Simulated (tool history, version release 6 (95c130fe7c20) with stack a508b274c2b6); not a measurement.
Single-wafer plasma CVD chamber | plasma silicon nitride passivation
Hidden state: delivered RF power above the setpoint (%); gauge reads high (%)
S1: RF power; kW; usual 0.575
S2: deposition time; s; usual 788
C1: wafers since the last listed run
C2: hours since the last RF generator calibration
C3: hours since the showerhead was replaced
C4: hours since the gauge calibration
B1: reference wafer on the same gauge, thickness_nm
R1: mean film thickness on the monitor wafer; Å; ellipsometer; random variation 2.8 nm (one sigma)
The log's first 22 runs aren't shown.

run	hour	S1	S2	C1	C2	C3	C4	B1	R1
23	1985.3	0.575	788	132	1102.0	694.3	1785.5	1149.604	12901.52
24	2092.2	0.575	930	206	1208.9	801.2	1892.4	1149.937	15183.24
25	2149.5	0.575	788	110	1266.2	858.5	1949.7	1149.650	12892.19
26	2207.1	0.575	642	111	1323.8	916.1	2007.3	1150.171	10492.33
27	2285.1	0.645	829	150	1401.8	994.1	2085.3	1150.133	14149.86
28	2369.0	0.575	788	162	1485.7	1078.0	2169.2	1150.396	12885.73
# hour 2443.2: RF generator calibrated
29	2467.9	0.575	717	175	24.7	1176.9	2268.1	1149.935	11840.10
30	2525.4	0.635	788	111	82.2	1234.4	2325.6	1150.039	13529.86
# hour 2560.0: gauge calibrated
31	2612.6	0.475	669	168	169.4	1321.6	52.6	1150.092	10210.77
32	2650.8	0.685	788	73	207.6	1359.8	90.8	1150.748	13796.22
33	2960.5	0.625	788	598	517.3	1669.5	400.5	1149.788	13375.74
34	3011.5	0.515	661	98	568.3	1720.5	451.5	1149.639	10386.81
35	3058.6	0.530	788	91	615.4	1767.6	498.6	1149.706	12514.26
36	3107.1	0.675	928	93	663.9	1816.1	547.1	1149.247	16123.32
37	3163.7	0.575	788	109	720.5	1872.7	603.7	1150.374	12945.22
38	3205.6	0.685	635	81	762.4	1914.6	645.6	1149.994	11064.74
39	3299.2	0.675	944	180	856.0	2008.2	739.2	1149.933	16386.07

Forecast each of these 4 alternatives for the next run:
A	3299.8	0.575	788	1	856.6	2008.8	739.8	?	?
B	3299.8	0.465	788	1	856.6	2008.8	739.8	?	?
C	3299.8	0.480	878	1	856.6	2008.8	739.8	?	?
D	3299.8	0.470	788	1	856.6	2008.8	739.8	?	?

run	B1	R1
A	1149.607	12865.69
B	1149.607	11853.68
C	1149.607	13374.71
D	1149.607	11904.18
Without the tool's hidden state the same runs would have given:
run	R1
A	13028.77
B	12003.93
C	13544.23
D	12055.07
